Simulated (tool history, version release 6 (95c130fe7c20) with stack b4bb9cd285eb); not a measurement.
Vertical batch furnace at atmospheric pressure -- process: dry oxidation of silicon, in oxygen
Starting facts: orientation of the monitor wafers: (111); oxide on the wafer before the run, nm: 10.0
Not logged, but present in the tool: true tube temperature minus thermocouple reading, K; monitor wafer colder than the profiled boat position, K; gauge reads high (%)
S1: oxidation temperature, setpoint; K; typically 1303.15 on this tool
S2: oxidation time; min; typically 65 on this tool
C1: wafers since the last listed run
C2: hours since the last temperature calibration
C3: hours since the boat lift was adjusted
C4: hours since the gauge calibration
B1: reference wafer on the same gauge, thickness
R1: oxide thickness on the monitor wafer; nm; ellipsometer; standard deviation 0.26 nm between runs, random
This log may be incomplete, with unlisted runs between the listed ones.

{"run": 1, "hour": 0.0, "S1": 1296.15, "S2": 86.5, "C1": 0, "C2": 3970.4, "C3": 2211.1, "C4": 374.1, "B1": 103.69, "R1": 110.86}
{"run": 2, "hour": 54.0, "S1": 1296.15, "S2": 86.5, "C1": 879, "C2": 4024.4, "C3": 2265.1, "C4": 428.1, "B1": 103.77, "R1": 111.13}
{"run": 3, "hour": 114.0, "S1": 1296.15, "S2": 86.5, "C1": 977, "C2": 4084.4, "C3": 2325.1, "C4": 488.1, "B1": 103.76, "R1": 111.56}
{"run": 4, "hour": 158.3, "S1": 1317.15, "S2": 75.5, "C1": 721, "C2": 4128.7, "C3": 2369.4, "C4": 532.4, "B1": 103.73, "R1": 115.62}
{"run": 5, "hour": 249.6, "S1": 1303.15, "S2": 65, "C1": 1487, "C2": 4220, "C3": 2460.7, "C4": 623.7, "B1": 103.79, "R1": 98.09}
{"run": 6, "hour": 308.2, "S1": 1318.15, "S2": 44, "C1": 954, "C2": 4278.6, "C3": 2519.3, "C4": 682.3, "B1": 103.71, "R1": 83.61}
{"run": 7, "hour": 340.7, "S1": 1318.15, "S2": 44, "C1": 529, "C2": 4311.1, "C3": 2551.8, "C4": 714.8, "B1": 103.64, "R1": 83.72}
{"run": 8, "hour": 381.2, "S1": 1318.15, "S2": 44, "C1": 659, "C2": 4351.6, "C3": 2592.3, "C4": 755.3, "B1": 103.78, "R1": 83.6}
{"run": 9, "hour": 448.0, "S1": 1289.15, "S2": 65, "C1": 1088, "C2": 4418.4, "C3": 2659.1, "C4": 822.1, "B1": 103.75, "R1": 89.53}
{"run": 10, "hour": 490.6, "S1": 1289.15, "S2": 65, "C1": 693, "C2": 4461, "C3": 2701.7, "C4": 864.7, "B1": 103.78, "R1": 89.89}
{"hour": 596.8, "done": "boat lift adjusted"}
{"run": 11, "hour": 597.3, "S1": 1289.15, "S2": 65, "C1": 1347, "C2": 4567.7, "C3": 0.5, "C4": 971.4, "B1": 103.72, "R1": 90.27}
{"hour": 605.6, "done": "gauge calibrated"}
{"run": 12, "hour": 655.6, "S1": 1303.15, "S2": 65, "C1": 949, "C2": 4626, "C3": 58.8, "C4": 50, "B1": 103.74, "R1": 97.99}
{"hour": 680.8, "done": "thermocouples replaced and temperature profile calibrated"}
{"run": 13, "hour": 688.8, "S1": 1303.15, "S2": 65, "C1": 149, "C2": 8, "C3": 92, "C4": 83.2, "B1": 103.63, "R1": 95.32}
{"run": 14, "hour": 754.1, "S1": 1317.15, "S2": 75.5, "C1": 1063, "C2": 73.3, "C3": 157.3, "C4": 148.5, "B1": 103.78, "R1": 113.38}
{"run": 15, "hour": 803.6, "S1": 1303.15, "S2": 65, "C1": 806, "C2": 122.8, "C3": 206.8, "C4": 198, "B1": 103.75, "R1": 95.32}
{"run": 16, "hour": 843.1, "S1": 1290.15, "S2": 38.5, "C1": 643, "C2": 162.3, "C3": 246.3, "C4": 237.5, "B1": 103.65, "R1": 63.54}
{"run": 17, "hour": 872.8, "S1": 1278.15, "S2": 38, "C1": 483, "C2": 192, "C3": 276, "C4": 267.2, "B1": 103.72, "R1": 58.15}
{"run": 18, "hour": 918.9, "S1": 1303.15, "S2": 65, "C1": 750, "C2": 238.1, "C3": 322.1, "C4": 313.3, "B1": 103.7, "R1": 95.63}
{"run": 19, "hour": 1109.3, "S1": 1327.15, "S2": 65, "C1": 3101, "C2": 428.5, "C3": 512.5, "C4": 503.7, "B1": 103.71, "R1": 108.64}
{"run": 20, "hour": 1138.7, "S1": 1303.15, "S2": 65, "C1": 478, "C2": 457.9, "C3": 541.9, "C4": 533.1, "B1": 103.65, "R1": 95.56}

Run 21 is up next; what results do you expect?
{"run": 21, "hour": 1194.6, "S1": 1303.15, "S2": 65, "C1": 910, "C2": 513.8, "C3": 597.8, "C4": 589, "B1": "?", "R1": "?"}

For run 21 the tool returned B1 103.6, R1 94.75 nm.
If the tool had no hidden condition, the same run with the same run-to-run variation would have returned R1 94.32 nm.

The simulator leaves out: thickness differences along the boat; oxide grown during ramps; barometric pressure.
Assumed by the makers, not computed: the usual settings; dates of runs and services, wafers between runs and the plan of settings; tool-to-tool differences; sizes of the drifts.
